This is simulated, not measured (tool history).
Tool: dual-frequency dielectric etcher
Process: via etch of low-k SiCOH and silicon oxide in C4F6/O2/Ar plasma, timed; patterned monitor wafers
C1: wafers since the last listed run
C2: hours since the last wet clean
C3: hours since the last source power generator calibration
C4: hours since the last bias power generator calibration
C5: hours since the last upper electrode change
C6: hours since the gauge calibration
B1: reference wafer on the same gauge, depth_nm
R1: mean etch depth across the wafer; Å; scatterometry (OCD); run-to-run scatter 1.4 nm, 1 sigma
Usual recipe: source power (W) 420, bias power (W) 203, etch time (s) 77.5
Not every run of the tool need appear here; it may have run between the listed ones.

run 1 hour=0.0 | source_power_(W)=420 bias_power_(W)=203 etch_time_(s)=77.5 | C1=0 C2=224.6 C3=86.5 C4=1289.7 C5=2045.6 C6=1441.8 | B1=195.2 | R1=2263
run 2 hour=53.5 | source_power_(W)=420 bias_power_(W)=203 etch_time_(s)=77.5 | C1=517 C2=278.1 C3=140.0 C4=1343.2 C5=2099.1 C6=1495.3 | B1=195.1 | R1=2239
run 3 hour=94.8 | source_power_(W)=420 bias_power_(W)=203 etch_time_(s)=77.5 | C1=399 C2=319.4 C3=181.3 C4=1384.5 C5=2140.4 C6=1536.6 | B1=195.2 | R1=2286
run 4 hour=127.2 | source_power_(W)=420 bias_power_(W)=203 etch_time_(s)=77.5 | C1=313 C2=351.8 C3=213.7 C4=1416.9 C5=2172.8 C6=1569.0 | B1=194.8 | R1=2282
run 5 hour=169.0 | source_power_(W)=420 bias_power_(W)=203 etch_time_(s)=77.5 | C1=404 C2=393.6 C3=255.5 C4=1458.7 C5=2214.6 C6=1610.8 | B1=195.1 | R1=2265
-- hour=215.2 wet clean of the chamber
run 6 hour=224.3 | source_power_(W)=420 bias_power_(W)=166 etch_time_(s)=77.5 | C1=302 C2=9.1 C3=310.8 C4=1514.0 C5=2269.9 C6=1666.1 | B1=195.0 | R1=2117
run 7 hour=259.6 | source_power_(W)=420 bias_power_(W)=166 etch_time_(s)=77.5 | C1=341 C2=44.4 C3=346.1 C4=1549.3 C5=2305.2 C6=1701.4 | B1=195.4 | R1=2122
-- hour=374.1 gauge calibrated
run 8 hour=389.5 | source_power_(W)=360 bias_power_(W)=246 etch_time_(s)=67.0 | C1=1256 C2=174.3 C3=476.0 C4=1679.2 C5=2435.1 C6=15.4 | B1=194.7 | R1=1926
run 9 hour=428.1 | source_power_(W)=480 bias_power_(W)=203 etch_time_(s)=77.5 | C1=373 C2=212.9 C3=514.6 C4=1717.8 C5=2473.7 C6=54.0 | B1=195.2 | R1=2380
run 10 hour=495.2 | source_power_(W)=510 bias_power_(W)=222 etch_time_(s)=68.5 | C1=648 C2=280.0 C3=581.7 C4=1784.9 C5=2540.8 C6=121.1 | B1=195.4 | R1=2180
run 11 hour=563.0 | source_power_(W)=510 bias_power_(W)=203 etch_time_(s)=77.5 | C1=655 C2=347.8 C3=649.5 C4=1852.7 C5=2608.6 C6=188.9 | B1=195.0 | R1=2448
run 12 hour=630.5 | source_power_(W)=420 bias_power_(W)=203 etch_time_(s)=77.5 | C1=652 C2=415.3 C3=717.0 C4=1920.2 C5=2676.1 C6=256.4 | B1=194.9 | R1=2301
run 13 hour=661.1 | source_power_(W)=420 bias_power_(W)=231 etch_time_(s)=77.5 | C1=295 C2=445.9 C3=747.6 C4=1950.8 C5=2706.7 C6=287.0 | B1=194.6 | R1=2381
-- hour=705.2 bias power generator calibrated
run 14 hour=705.7 | source_power_(W)=380 bias_power_(W)=203 etch_time_(s)=59.5 | C1=392 C2=490.5 C3=792.2 C4=0.5 C5=2751.3 C6=331.6 | B1=195.1 | R1=1720
-- hour=737.0 upper electrode replaced, of another model than before
run 15 hour=752.3 | source_power_(W)=480 bias_power_(W)=164 etch_time_(s)=98.0 | C1=218 C2=537.1 C3=838.8 C4=47.1 C5=15.3 C6=378.2 | B1=194.7 | R1=2912
-- hour=804.2 wet clean of the chamber
run 16 hour=822.2 | source_power_(W)=330 bias_power_(W)=253 etch_time_(s)=77.5 | C1=443 C2=18.0 C3=908.7 C4=117.0 C5=85.2 C6=448.1 | B1=194.8 | R1=2224
run 17 hour=893.7 | source_power_(W)=420 bias_power_(W)=203 etch_time_(s)=89.5 | C1=691 C2=89.5 C3=980.2 C4=188.5 C5=156.7 C6=519.6 | B1=194.6 | R1=2585
run 18 hour=930.9 | source_power_(W)=420 bias_power_(W)=203 etch_time_(s)=54.5 | C1=359 C2=126.7 C3=1017.4 C4=225.7 C5=193.9 C6=556.8 | B1=194.8 | R1=1585
run 19 hour=988.2 | source_power_(W)=370 bias_power_(W)=157 etch_time_(s)=95.0 | C1=554 C2=184.0 C3=1074.7 C4=283.0 C5=251.2 C6=614.1 | B1=195.2 | R1=2619
run 20 hour=1034.7 | source_power_(W)=380 bias_power_(W)=240 etch_time_(s)=71.0 | C1=449 C2=230.5 C3=1121.2 C4=329.5 C5=297.7 C6=660.6 | B1=194.9 | R1=2097
run 21 hour=1067.9 | source_power_(W)=420 bias_power_(W)=203 etch_time_(s)=77.5 | C1=321 C2=263.7 C3=1154.4 C4=362.7 C5=330.9 C6=693.8 | B1=195.1 | R1=2285
run 22 hour=1093.5 | source_power_(W)=480 bias_power_(W)=203 etch_time_(s)=90.0 | C1=247 C2=289.3 C3=1180.0 C4=388.3 C5=356.5 C6=719.4 | B1=194.7 | R1=2732
run 23 hour=1143.0 | source_power_(W)=520 bias_power_(W)=158 etch_time_(s)=59.0 | C1=478 C2=338.8 C3=1229.5 C4=437.8 C5=406.0 C6=768.9 | B1=195.2 | R1=1755
run 24 hour=1169.1 | source_power_(W)=470 bias_power_(W)=203 etch_time_(s)=67.5 | C1=252 C2=364.9 C3=1255.6 C4=463.9 C5=432.1 C6=795.0 | B1=194.7 | R1=2045
run 25 hour=1213.0 | source_power_(W)=450 bias_power_(W)=236 etch_time_(s)=77.5 | C1=424 C2=408.8 C3=1299.5 C4=507.8 C5=476.0 C6=838.9 | B1=195.0 | R1=2424
run 26 hour=1244.1 | source_power_(W)=420 bias_power_(W)=203 etch_time_(s)=89.0 | C1=300 C2=439.9 C3=1330.6 C4=538.9 C5=507.1 C6=870.0 | B1=195.4 | R1=2634
run 27 hour=1277.8 | source_power_(W)=490 bias_power_(W)=203 etch_time_(s)=99.0 | C1=325 C2=473.6 C3=1364.3 C4=572.6 C5=540.8 C6=903.7 | B1=194.9 | R1=3051
-- hour=1322.1 wet clean of the chamber
run 28 hour=1322.6 | source_power_(W)=420 bias_power_(W)=203 etch_time_(s)=77.5 | C1=201 C2=0.5 C3=1409.1 C4=617.4 C5=585.6 C6=948.5 | B1=195.6 | R1=2214
run 29 hour=1356.2 | source_power_(W)=470 bias_power_(W)=240 etch_time_(s)=94.0 | C1=324 C2=34.1 C3=1442.7 C4=651.0 C5=619.2 C6=982.1 | B1=195.0 | R1=2819

Here are 4 independent what-if runs from the current tool condition. What would each one return?
run A hour=1356.6 | source_power_(W)=420 bias_power_(W)=203 etch_time_(s)=77.5 | C1=3 C2=34.5 C3=1443.1 C4=651.4 C5=619.6 C6=982.5 | B1=? | R1=?
run B hour=1356.6 | source_power_(W)=330 bias_power_(W)=203 etch_time_(s)=77.5 | C1=3 C2=34.5 C3=1443.1 C4=651.4 C5=619.6 C6=982.5 | B1=? | R1=?
run C hour=1356.6 | source_power_(W)=480 bias_power_(W)=254 etch_time_(s)=77.5 | C1=3 C2=34.5 C3=1443.1 C4=651.4 C5=619.6 C6=982.5 | B1=? | R1=?
run D hour=1356.6 | source_power_(W)=490 bias_power_(W)=203 etch_time_(s)=77.5 | C1=3 C2=34.5 C3=1443.1 C4=651.4 C5=619.6 C6=982.5 | B1=? | R1=?

run=A B1=194.5 R1=2212
run=B B1=194.5 R1=2115
run=C B1=194.5 R1=2377
run=D B1=194.5 R1=2283
Had the tool no hidden state, the same runs would have come out as:
run=A R1=2208
run=B R1=2111
run=C R1=2372
run=D R1=2279
